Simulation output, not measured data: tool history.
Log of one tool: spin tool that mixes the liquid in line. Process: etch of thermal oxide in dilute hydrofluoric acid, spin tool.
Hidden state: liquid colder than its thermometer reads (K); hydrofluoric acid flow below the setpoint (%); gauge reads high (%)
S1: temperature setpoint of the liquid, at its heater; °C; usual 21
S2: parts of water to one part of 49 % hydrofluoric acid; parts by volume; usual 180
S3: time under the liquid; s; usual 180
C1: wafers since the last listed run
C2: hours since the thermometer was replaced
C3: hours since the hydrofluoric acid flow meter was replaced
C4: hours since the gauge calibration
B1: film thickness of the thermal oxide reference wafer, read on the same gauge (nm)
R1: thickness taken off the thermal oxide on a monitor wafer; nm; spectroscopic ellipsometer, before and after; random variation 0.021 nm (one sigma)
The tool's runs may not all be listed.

| run | hour | S1 | S2 | S3 | C1 | C2 | C3 | C4 | B1 | R1 |
|---|---|---|---|---|---|---|---|---|---|---|
| 1 | 0 | 22.5 | 180 | 180 | 0 | 784.1 | 1631.7 | 678.3 | 130.011 | 3.232 |
| 2 | 28.8 | 22.5 | 180 | 180 | 229 | 812.9 | 1660.5 | 707.1 | 130.002 | 3.196 |
| 3 | 64.6 | 21 | 180 | 180 | 285 | 848.7 | 1696.3 | 742.9 | 130.001 | 3.001 |
| 4 | 98.9 | 24 | 180 | 265 | 273 | 883 | 1730.6 | 777.2 | 130.009 | 4.92 |
| 5 | 127.8 | 24 | 180 | 265 | 230 | 911.9 | 1759.5 | 806.1 | 129.98 | 4.941 |
| 6 | 144 | 21 | 180 | 95 | 129 | 928.1 | 1775.7 | 822.3 | 129.981 | 1.569 |
| 7 | 163.2 | 21 | 180 | 95 | 153 | 947.3 | 1794.9 | 841.5 | 129.991 | 1.556 |
| 8 | 192.1 | 21 | 180 | 95 | 230 | 976.2 | 1823.8 | 870.4 | 130.005 | 1.575 |
| 9 | 223 | 21 | 180 | 180 | 246 | 1007.1 | 1854.7 | 901.3 | 130.026 | 2.963 |
| 10 | 253.3 | 21 | 180 | 180 | 241 | 1037.4 | 1885 | 931.6 | 129.992 | 2.983 |
|  | 266.6 | gauge calibrated |
| 11 | 340.7 | 21 | 180 | 180 | 697 | 1124.8 | 1972.4 | 74.1 | 129.995 | 2.925 |
| 12 | 370.3 | 21 | 180 | 180 | 236 | 1154.4 | 2002 | 103.7 | 129.98 | 2.903 |
| 13 | 398 | 21 | 180 | 180 | 221 | 1182.1 | 2029.7 | 131.4 | 129.992 | 2.877 |
|  | 420 | thermometer replaced |
| 14 | 420.5 | 21 | 180 | 180 | 171 | 0.5 | 2052.2 | 153.9 | 130.003 | 3.068 |
|  | 425.9 | hydrofluoric acid flow meter replaced |
| 15 | 451 | 17 | 140 | 180 | 235 | 31 | 25.1 | 184.4 | 130.001 | 3.976 |
| 16 | 466.5 | 21 | 180 | 180 | 123 | 46.5 | 40.6 | 199.9 | 130.007 | 3.475 |
| 17 | 482.5 | 22.5 | 180 | 180 | 127 | 62.5 | 56.6 | 215.9 | 130.013 | 3.699 |
| 18 | 496.9 | 21 | 245 | 245 | 114 | 76.9 | 71 | 230.3 | 129.974 | 3.257 |
| 19 | 516 | 21 | 180 | 180 | 152 | 96 | 90.1 | 249.4 | 129.99 | 3.458 |
| 20 | 528.1 | 21 | 120 | 115 | 96 | 108.1 | 102.2 | 261.5 | 129.982 | 3.56 |
| 21 | 554.2 | 17 | 180 | 110 | 208 | 134.2 | 128.3 | 287.6 | 129.969 | 1.788 |
| 22 | 566.6 | 21 | 180 | 180 | 99 | 146.6 | 140.7 | 300 | 129.992 | 3.456 |
| 23 | 599.2 | 24.5 | 180 | 255 | 260 | 179.2 | 173.3 | 332.6 | 129.999 | 5.474 |
| 24 | 618.5 | 18.5 | 180 | 290 | 154 | 198.5 | 192.6 | 351.9 | 130.005 | 5.031 |
| 25 | 644.1 | 21 | 230 | 240 | 204 | 224.1 | 218.2 | 377.5 | 130.006 | 3.384 |
| 26 | 663.4 | 21 | 180 | 180 | 154 | 243.4 | 237.5 | 396.8 | 130.009 | 3.375 |
| 27 | 692.1 | 21 | 180 | 180 | 229 | 272.1 | 266.2 | 425.5 | 129.999 | 3.407 |
| 28 | 711.2 | 23 | 180 | 75 | 152 | 291.2 | 285.3 | 444.6 | 129.983 | 1.52 |
| 29 | 734.3 | 21 | 100 | 180 | 184 | 314.3 | 308.4 | 467.7 | 129.985 | 6.663 |
| 30 | 772.8 | 21 | 115 | 75 | 307 | 352.8 | 346.9 | 506.2 | 129.999 | 2.36 |
| 31 | 799.9 | 21 | 245 | 180 | 216 | 379.9 | 374 | 533.3 | 129.99 | 2.296 |
| 32 | 816.9 | 17 | 210 | 180 | 135 | 396.9 | 391 | 550.3 | 129.988 | 2.392 |
| 33 | 842.6 | 24 | 135 | 180 | 205 | 422.6 | 416.7 | 576 | 129.971 | 5.238 |
| 34 | 864.5 | 21 | 215 | 180 | 174 | 444.5 | 438.6 | 597.9 | 129.991 | 2.665 |
| 35 | 952.3 | 26 | 180 | 215 | 701 | 532.3 | 526.4 | 685.7 | 130.016 | 4.751 |

3 ways to go on from here, each from the tool as it stands after run 35. What would each give?
| A | 952.8 | 21 | 220 | 180 | 3 | 532.8 | 526.9 | 686.2 | ? | ? |
| B | 952.8 | 17 | 125 | 140 | 3 | 532.8 | 526.9 | 686.2 | ? | ? |
| C | 952.8 | 22.5 | 210 | 180 | 3 | 532.8 | 526.9 | 686.2 | ? | ? |

| run | B1 | R1 |
|---|---|---|
| A | 129.997 | 2.569 |
| B | 129.997 | 3.296 |
| C | 129.997 | 2.877 |
Without the tool's hidden state the same runs would have given:
| run | R1 |
|---|---|
| A | 2.763 |
| B | 3.545 |
| C | 3.093 |
